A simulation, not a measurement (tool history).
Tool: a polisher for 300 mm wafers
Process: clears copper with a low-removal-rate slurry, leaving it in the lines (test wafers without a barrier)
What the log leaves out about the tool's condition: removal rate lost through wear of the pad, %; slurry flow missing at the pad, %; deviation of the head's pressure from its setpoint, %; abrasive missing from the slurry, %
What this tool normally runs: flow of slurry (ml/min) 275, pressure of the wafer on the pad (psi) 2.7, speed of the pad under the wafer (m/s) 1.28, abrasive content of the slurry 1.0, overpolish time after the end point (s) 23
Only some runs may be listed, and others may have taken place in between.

| run | hour | flow of slurry (ml/min) | pressure of the wafer on the pad (psi) | speed of the pad under the wafer (m/s) | abrasive content of the slurry | overpolish time after the end point (s) | wafers since the last listed run | wafers polished on this pad | hours since the slurry nozzle was cleaned | hours since the head pressure was calibrated | hours since the slurry blender was calibrated | incoming thickness of the incoming film, nm | time until the end point was called (s) | dishing of a wide line in a test structure (angstrom) |
|---|---|---|---|---|---|---|---|---|---|---|---|---|---|---|
| 1 | 0.0 | 275 | 2.7 | 1.28 | 1.0 | 23 | 0 | 794 | 323.8 | 723.0 | 63.8 | 376.1 | 89.1 | 535 |
|  | 17.2 | slurry nozzle cleaned |
| 2 | 26.6 | 275 | 2.7 | 1.28 | 1.0 | 23 | 185 | 979 | 9.4 | 749.6 | 90.4 | 378.8 | 89.6 | 541 |
|  | 53.6 | worn pad replaced by a new one |
| 3 | 56.3 | 275 | 2.7 | 1.28 | 1.0 | 23 | 186 | 19 | 39.1 | 779.3 | 120.1 | 379.1 | 89.0 | 534 |
| 4 | 88.3 | 275 | 2.7 | 1.28 | 1.0 | 23 | 231 | 251 | 71.1 | 811.3 | 152.1 | 381.1 | 90.1 | 540 |
| 5 | 115.9 | 275 | 2.7 | 1.28 | 1.0 | 23 | 199 | 451 | 98.7 | 838.9 | 179.7 | 376.0 | 88.3 | 541 |
| 6 | 140.3 | 275 | 2.7 | 1.28 | 1.0 | 23 | 176 | 628 | 123.1 | 863.3 | 204.1 | 380.4 | 91.5 | 545 |
| 7 | 164.0 | 275 | 2.7 | 1.28 | 1.0 | 23 | 171 | 799 | 146.8 | 887.0 | 227.8 | 381.9 | 89.9 | 539 |
| 8 | 198.1 | 275 | 2.7 | 1.28 | 1.0 | 23 | 247 | 1046 | 180.9 | 921.1 | 261.9 | 381.9 | 91.3 | 507 |
| 9 | 224.4 | 275 | 2.7 | 1.28 | 1.1 | 23 | 190 | 1237 | 207.2 | 947.4 | 288.2 | 385.9 | 90.8 | 525 |
|  | 256.1 | worn pad replaced by a new one |
|  | 272.7 | slurry blender recalibrated |
|  | 303.7 | head pressure recalibrated |
| 10 | 320.2 | 275 | 2.7 | 1.28 | 1.1 | 23 | 636 | 435 | 303.0 | 16.5 | 47.5 | 377.8 | 87.5 | 537 |
| 11 | 335.9 | 275 | 2.7 | 1.28 | 1.1 | 23 | 113 | 548 | 318.7 | 32.2 | 63.2 | 384.5 | 89.2 | 524 |
|  | 348.7 | slurry nozzle cleaned |
| 12 | 356.4 | 275 | 2.7 | 1.28 | 1.0 | 23 | 141 | 690 | 7.7 | 52.7 | 83.7 | 383.9 | 90.7 | 531 |
| 13 | 369.6 | 275 | 2.4 | 0.88 | 1.0 | 18 | 95 | 785 | 20.9 | 65.9 | 96.9 | 373.5 | 127.8 | 321 |
| 14 | 395.1 | 325 | 3.4 | 1.02 | 1.0 | 23 | 184 | 970 | 46.4 | 91.4 | 122.4 | 379.2 | 84.2 | 546 |
|  | 411.9 | worn pad replaced by a new one |
| 15 | 426.0 | 275 | 3.0 | 1.28 | 1.0 | 23 | 194 | 102 | 77.3 | 122.3 | 153.3 | 374.4 | 80.6 | 565 |
| 16 | 458.8 | 275 | 2.7 | 1.28 | 1.0 | 23 | 237 | 339 | 110.1 | 155.1 | 186.1 | 378.9 | 90.4 | 517 |
| 17 | 493.6 | 195 | 2.7 | 1.28 | 1.0 | 23 | 252 | 591 | 144.9 | 189.9 | 220.9 | 387.4 | 92.8 | 523 |
| 18 | 524.8 | 275 | 2.7 | 1.64 | 1.0 | 23 | 226 | 817 | 176.1 | 221.1 | 252.1 | 374.6 | 75.1 | 612 |
| 19 | 559.9 | 325 | 2.7 | 1.28 | 1.0 | 23 | 254 | 1072 | 211.2 | 256.2 | 287.2 | 385.4 | 90.9 | 536 |
|  | 591.9 | worn pad replaced by a new one |
| 20 | 595.3 | 275 | 2.7 | 1.28 | 1.0 | 23 | 227 | 24 | 246.6 | 291.6 | 322.6 | 376.0 | 87.7 | 519 |
| 21 | 617.5 | 275 | 2.7 | 1.28 | 1.0 | 23 | 160 | 185 | 268.8 | 313.8 | 344.8 | 385.1 | 90.3 | 512 |
|  | 627.5 | slurry blender recalibrated |
| 22 | 640.4 | 230 | 2.9 | 1.28 | 1.0 | 23 | 151 | 337 | 291.7 | 336.7 | 12.9 | 384.0 | 86.2 | 550 |
| 23 | 669.5 | 275 | 2.7 | 1.28 | 0.8 | 23 | 210 | 547 | 320.8 | 365.8 | 42.0 | 388.1 | 97.8 | 515 |
| 24 | 688.0 | 275 | 2.0 | 1.62 | 1.3 | 14 | 134 | 681 | 339.3 | 384.3 | 60.5 | 377.5 | 90.6 | 358 |
|  | 722.1 | slurry nozzle cleaned |
| 25 | 723.8 | 275 | 2.7 | 1.28 | 1.0 | 19 | 252 | 934 | 1.7 | 420.1 | 96.3 | 377.0 | 89.7 | 456 |
| 26 | 738.7 | 275 | 2.7 | 1.28 | 1.0 | 23 | 107 | 1041 | 16.6 | 435.0 | 111.2 | 377.0 | 90.9 | 511 |
|  | 775.1 | worn pad replaced by a new one |
| 27 | 788.3 | 275 | 2.7 | 1.70 | 0.9 | 12 | 330 | 95 | 66.2 | 484.6 | 160.8 | 375.8 | 72.2 | 376 |
| 28 | 813.2 | 275 | 2.7 | 1.28 | 1.0 | 23 | 180 | 276 | 91.1 | 509.5 | 185.7 | 373.6 | 88.2 | 536 |
| 29 | 829.1 | 205 | 2.4 | 1.54 | 1.1 | 23 | 115 | 391 | 107.0 | 525.4 | 201.6 | 376.1 | 84.3 | 543 |

Run by run, hidden condition taken away, random variation retained:
| run | time until the end point was called (s) | dishing of a wide line in a test structure (angstrom) |
|---|---|---|
| 1 | 87.8 | 541 |
| 2 | 87.7 | 549 |
| 3 | 88.8 | 534 |
| 4 | 89.8 | 541 |
| 5 | 87.8 | 543 |
| 6 | 90.6 | 549 |
| 7 | 88.5 | 544 |
| 8 | 89.1 | 516 |
| 9 | 87.7 | 537 |
| 10 | 86.8 | 539 |
| 11 | 88.3 | 528 |
| 12 | 89.4 | 536 |
| 13 | 125.5 | 325 |
| 14 | 82.1 | 555 |
| 15 | 80.1 | 568 |
| 16 | 89.6 | 520 |
| 17 | 91.6 | 528 |
| 18 | 73.7 | 620 |
| 19 | 88.2 | 547 |
| 20 | 87.4 | 521 |
| 21 | 89.9 | 513 |
| 22 | 85.6 | 553 |
| 23 | 96.8 | 519 |
| 24 | 89.3 | 362 |
| 25 | 87.7 | 464 |
| 26 | 88.4 | 522 |
| 27 | 72.2 | 376 |
| 28 | 88.0 | 536 |
| 29 | 84.0 | 545 |
